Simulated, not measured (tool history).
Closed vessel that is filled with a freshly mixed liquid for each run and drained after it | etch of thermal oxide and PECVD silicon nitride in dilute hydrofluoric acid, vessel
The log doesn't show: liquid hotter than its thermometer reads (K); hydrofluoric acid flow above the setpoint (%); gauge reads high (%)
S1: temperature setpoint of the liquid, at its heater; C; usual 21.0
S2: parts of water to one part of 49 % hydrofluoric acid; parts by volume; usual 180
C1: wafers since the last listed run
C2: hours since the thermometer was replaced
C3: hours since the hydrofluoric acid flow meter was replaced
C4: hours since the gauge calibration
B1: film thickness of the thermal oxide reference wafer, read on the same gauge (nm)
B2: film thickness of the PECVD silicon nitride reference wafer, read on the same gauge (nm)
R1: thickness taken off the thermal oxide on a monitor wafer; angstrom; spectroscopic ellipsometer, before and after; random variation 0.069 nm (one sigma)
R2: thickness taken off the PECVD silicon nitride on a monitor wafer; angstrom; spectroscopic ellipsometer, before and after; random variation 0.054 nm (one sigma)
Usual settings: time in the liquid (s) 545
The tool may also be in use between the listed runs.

{"run": 1, "hour": 0.0, "S1": 21.0, "S2": 180, "time in the liquid (s)": 545, "C1": 0, "C2": 1303.8, "C3": 2191.1, "C4": 744.1, "B1": 30.02, "B2": 50.0, "R1": 146.6, "R2": 62.8}
{"run": 2, "hour": 19.1, "S1": 21.0, "S2": 180, "time in the liquid (s)": 545, "C1": 1709, "C2": 1322.9, "C3": 2210.2, "C4": 763.2, "B1": 29.98, "B2": 50.05, "R1": 149.9, "R2": 63.0}
{"run": 3, "hour": 54.8, "S1": 21.0, "S2": 205, "time in the liquid (s)": 545, "C1": 3194, "C2": 1358.6, "C3": 2245.9, "C4": 798.9, "B1": 30.02, "B2": 50.03, "R1": 127.2, "R2": 55.5}
{"run": 4, "hour": 89.9, "S1": 21.0, "S2": 180, "time in the liquid (s)": 545, "C1": 3141, "C2": 1393.7, "C3": 2281.0, "C4": 834.0, "B1": 30.0, "B2": 50.03, "R1": 148.1, "R2": 62.9}
{"hour": 108.0, "done": "hydrofluoric acid flow meter replaced"}
{"hour": 109.7, "done": "thermometer replaced"}
{"hour": 121.9, "done": "gauge calibrated"}
{"run": 5, "hour": 124.9, "S1": 21.0, "S2": 230, "time in the liquid (s)": 545, "C1": 2953, "C2": 15.2, "C3": 16.9, "C4": 3.0, "B1": 30.01, "B2": 50.0, "R1": 96.8, "R2": 44.3}
{"run": 6, "hour": 139.1, "S1": 22.0, "S2": 180, "time in the liquid (s)": 755, "C1": 1270, "C2": 29.4, "C3": 31.1, "C4": 17.2, "B1": 30.0, "B2": 50.0, "R1": 187.5, "R2": 83.0}
{"run": 7, "hour": 165.5, "S1": 22.0, "S2": 180, "time in the liquid (s)": 755, "C1": 2362, "C2": 55.8, "C3": 57.5, "C4": 43.6, "B1": 30.01, "B2": 50.02, "R1": 185.4, "R2": 84.2}
{"run": 8, "hour": 192.0, "S1": 21.0, "S2": 180, "time in the liquid (s)": 385, "C1": 2371, "C2": 82.3, "C3": 84.0, "C4": 70.1, "B1": 29.99, "B2": 49.97, "R1": 91.6, "R2": 40.3}
{"run": 9, "hour": 218.2, "S1": 21.0, "S2": 215, "time in the liquid (s)": 405, "C1": 2344, "C2": 108.5, "C3": 110.2, "C4": 96.3, "B1": 29.98, "B2": 50.01, "R1": 78.6, "R2": 35.0}
{"run": 10, "hour": 244.1, "S1": 21.0, "S2": 215, "time in the liquid (s)": 405, "C1": 2317, "C2": 134.4, "C3": 136.1, "C4": 122.2, "B1": 30.01, "B2": 50.0, "R1": 78.3, "R2": 35.4}
{"run": 11, "hour": 261.4, "S1": 21.0, "S2": 150, "time in the liquid (s)": 545, "C1": 1548, "C2": 151.7, "C3": 153.4, "C4": 139.5, "B1": 30.0, "B2": 50.01, "R1": 164.5, "R2": 67.2}
{"run": 12, "hour": 285.2, "S1": 21.0, "S2": 250, "time in the liquid (s)": 545, "C1": 2129, "C2": 175.5, "C3": 177.2, "C4": 163.3, "B1": 30.01, "B2": 49.99, "R1": 88.6, "R2": 41.3}
{"run": 13, "hour": 307.4, "S1": 22.5, "S2": 180, "time in the liquid (s)": 870, "C1": 1986, "C2": 197.7, "C3": 199.4, "C4": 185.5, "B1": 29.98, "B2": 49.97, "R1": 221.7, "R2": 99.3}
{"run": 14, "hour": 322.4, "S1": 17.0, "S2": 255, "time in the liquid (s)": 695, "C1": 1342, "C2": 212.7, "C3": 214.4, "C4": 200.5, "B1": 29.98, "B2": 50.0, "R1": 95.7, "R2": 39.4}
{"run": 15, "hour": 341.3, "S1": 21.0, "S2": 180, "time in the liquid (s)": 545, "C1": 1691, "C2": 231.6, "C3": 233.3, "C4": 219.4, "B1": 30.05, "B2": 50.0, "R1": 131.0, "R2": 56.8}
{"run": 16, "hour": 399.5, "S1": 21.0, "S2": 180, "time in the liquid (s)": 680, "C1": 5208, "C2": 289.8, "C3": 291.5, "C4": 277.6, "B1": 30.02, "B2": 50.0, "R1": 166.1, "R2": 70.4}

Forecast run 17:
{"run": 17, "hour": 412.1, "S1": 21.0, "S2": 230, "time in the liquid (s)": 545, "C1": 1127, "C2": 302.4, "C3": 304.1, "C4": 290.2, "B1": "?", "B2": "?", "R1": "?", "R2": "?"}

{"run 17": {"B1": 29.98, "B2": 50.06, "R1": 98.6, "R2": 45.4}}
Without the tool's hidden state the same run would have given R1 94.5 angstrom, R2 43.8 angstrom.

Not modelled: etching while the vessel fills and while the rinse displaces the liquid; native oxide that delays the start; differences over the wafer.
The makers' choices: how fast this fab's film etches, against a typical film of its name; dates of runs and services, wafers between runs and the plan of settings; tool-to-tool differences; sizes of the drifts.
